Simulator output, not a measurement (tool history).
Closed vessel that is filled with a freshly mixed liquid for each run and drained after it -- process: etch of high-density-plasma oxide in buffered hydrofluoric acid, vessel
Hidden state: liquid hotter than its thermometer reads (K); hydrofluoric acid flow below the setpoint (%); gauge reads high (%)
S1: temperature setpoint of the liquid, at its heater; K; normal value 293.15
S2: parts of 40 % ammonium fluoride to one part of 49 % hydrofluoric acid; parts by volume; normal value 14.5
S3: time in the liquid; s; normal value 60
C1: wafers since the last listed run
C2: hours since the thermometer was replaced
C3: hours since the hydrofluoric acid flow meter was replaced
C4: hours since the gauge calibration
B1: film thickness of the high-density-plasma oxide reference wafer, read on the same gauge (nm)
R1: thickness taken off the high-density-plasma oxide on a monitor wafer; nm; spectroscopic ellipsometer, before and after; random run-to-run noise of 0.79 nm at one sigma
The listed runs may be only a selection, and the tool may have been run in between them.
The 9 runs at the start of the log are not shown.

run    hour      S1    S2  S3     C1      C2     C3      C4      B1      R1
 10   404.5  296.65  16.5  60   3786    62.5  252.4   149.1  120.91   87.86
 11   442.2  293.15    20  60   4089   100.2  290.1   186.8   120.9   59.56
 12   494.3  293.15  17.5  60   5652   152.3  342.2   238.9  120.86   67.63
 13   530.9  293.15  14.5  60   3970   188.9  378.8   275.5  120.79   82.04
 14   555.8  290.15  11.5  90   2701   213.8  403.7   300.4  120.76  129.64
 15   584.2  297.65  14.5  60   3081   242.2  432.1   328.8  120.72  104.45
 16   643.5  293.15  14.5  60   6433   301.5  491.4   388.1  120.59   81.75
      665.7  -- hydrofluoric acid flow meter replaced
 17   692.7  293.15  14.5  60   5229   350.7     27   437.3  120.46   82.68
 18   743.2  290.65    11  90   5478   401.2   77.5   487.8  120.31  141.67
 19   779.9  296.65    10  60   3981   437.9  114.2   524.5  120.23  141.45
 20     830  296.15    19  35   5435     488  164.3   574.6  120.07   42.64
 21   855.5  293.15  14.5  60   2766   513.5  189.8   600.1  119.99   81.56
 22   915.8  290.15  17.5  60   6541   573.8  250.1   660.4  119.78   57.15
 23   986.4  293.15  14.5  60   7659   644.4  320.7     731   119.5   80.46
 24  1011.4  290.15  10.5  60   2712   669.4  345.7     756   119.4   94.24
 25  1069.9  290.15   9.5  30   6346   727.9  404.2   814.5  119.13   50.81
 26  1238.2  293.15  14.5  60  18258   896.2  572.5   982.8  118.28   81.61
 27    1293  290.15  17.5  75   5945     951  627.3  1037.6  117.98    71.8
       1308  -- hydrofluoric acid flow meter replaced
 28  1339.4  293.15   8.5  60   4925   997.4   31.4    1084  117.67  128.98
 29    1394  293.15  14.5  60   5923    1052     86  1138.6  117.34   79.55
 30  1452.7  293.15  14.5  60   6368  1110.7  144.7  1197.3  116.96   79.56
 31  1508.7  290.15  14.5  85   6075  1166.7  200.7  1253.3   116.6   94.93

Predict each of these 4 candidate next runs independently; none follows another, all start after run 31:
  A  1509.4  293.15  14.5  60  75  1167.4  201.4  1254   ?   ?
  B  1509.4  291.65    18  80  75  1167.4  201.4  1254   ?   ?
  C  1509.4  290.65  19.5  45  75  1167.4  201.4  1254   ?   ?
  D  1509.4  293.15    11  60  75  1167.4  201.4  1254   ?   ?

run      B1      R1
  A  116.58   80.33
  B  116.58   79.53
  C  116.58   39.05
  D  116.58  105.29
The same runs, with their run-to-run variation unchanged, on a tool lacking any hidden condition would have given:
run      R1
  A   82.69
  B   81.87
  C    40.2
  D  108.38

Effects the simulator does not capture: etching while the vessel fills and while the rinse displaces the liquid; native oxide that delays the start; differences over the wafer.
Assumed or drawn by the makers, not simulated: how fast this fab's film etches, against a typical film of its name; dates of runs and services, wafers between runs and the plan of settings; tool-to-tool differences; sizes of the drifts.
